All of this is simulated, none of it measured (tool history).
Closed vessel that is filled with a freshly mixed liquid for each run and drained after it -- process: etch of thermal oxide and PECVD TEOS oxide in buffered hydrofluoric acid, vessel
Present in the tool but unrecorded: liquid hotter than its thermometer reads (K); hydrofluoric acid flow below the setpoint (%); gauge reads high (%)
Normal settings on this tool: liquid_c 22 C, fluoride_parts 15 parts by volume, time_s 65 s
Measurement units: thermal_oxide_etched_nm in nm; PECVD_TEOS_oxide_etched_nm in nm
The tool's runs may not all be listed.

run	hour	liquid_c	fluoride_parts	time_s	wafers since the last listed run	hours since the thermometer was replaced	hours since the hydrofluoric acid flow meter was replaced	hours since the gauge calibration	read-back film thickness of the thermal oxide reference wafer, read on the same gauge (nm)	read-back film thickness of the PECVD TEOS oxide reference wafer, read on the same gauge (nm)	thermal_oxide_etched_nm	PECVD_TEOS_oxide_etched_nm
1	0	22	15	65	0	1378.4	524.6	65.1	140.02	70.01	44.56	48.21
2	22.5	22	15	65	2802	1400.9	547.1	87.6	139.99	69.98	44.32	48.31
3	42	22	15	65	2429	1420.4	566.6	107.1	140.02	70.01	44.33	48.45
4	55.8	22	15	65	1719	1434.2	580.4	120.9	139.99	70.01	44.06	48.63
5	77.5	22	15	65	2703	1455.9	602.1	142.6	139.99	70.02	44.03	49.39
6	108.4	22	15	65	3849	1486.8	633	173.5	139.97	70.02	44.03	48.24
7	142.3	27	15	65	4222	1520.7	666.9	207.4	140.01	70.03	58	64.42
8	164.6	22	15	65	2777	1543	689.2	229.7	140	70	44.42	48.74
9	180.6	22	11.5	65	1993	1559	705.2	245.7	140	70	57.14	63.5
10	213.6	22	15	65	4110	1592	738.2	278.7	140.02	70	43.88	48.25
# hour 249.2: thermometer replaced
11	270.6	22	17.5	35	6975	21.4	795.2	335.7	140	70.04	20.26	22.15
12	293.7	22	20	30	2877	44.5	818.3	358.8	140.02	69.98	15.37	17.03
13	310.5	22	15	65	2092	61.3	835.1	375.6	139.99	69.99	43.74	47.05
14	327.9	26	15	105	2167	78.7	852.5	393	139.99	69.97	87.89	96.23
15	345.9	25.5	10	45	2242	96.7	870.5	411	140.01	70.02	54.37	59.21

What will run 16 give?
16	373.4	22	13	65	3425	124.2	898	438.5	?	?	?	?

{"run 16": {"read-back film thickness of the thermal oxide reference wafer, read on the same gauge (nm)": 139.99, "read-back film thickness of the PECVD TEOS oxide reference wafer, read on the same gauge (nm)": 70, "thermal_oxide_etched_nm": 50.47, "PECVD_TEOS_oxide_etched_nm": 54.82}}
With the hidden condition absent and the run-to-run variation left alone, this run would have shown thermal_oxide_etched_nm 52.83 nm, PECVD_TEOS_oxide_etched_nm 57.38 nm.

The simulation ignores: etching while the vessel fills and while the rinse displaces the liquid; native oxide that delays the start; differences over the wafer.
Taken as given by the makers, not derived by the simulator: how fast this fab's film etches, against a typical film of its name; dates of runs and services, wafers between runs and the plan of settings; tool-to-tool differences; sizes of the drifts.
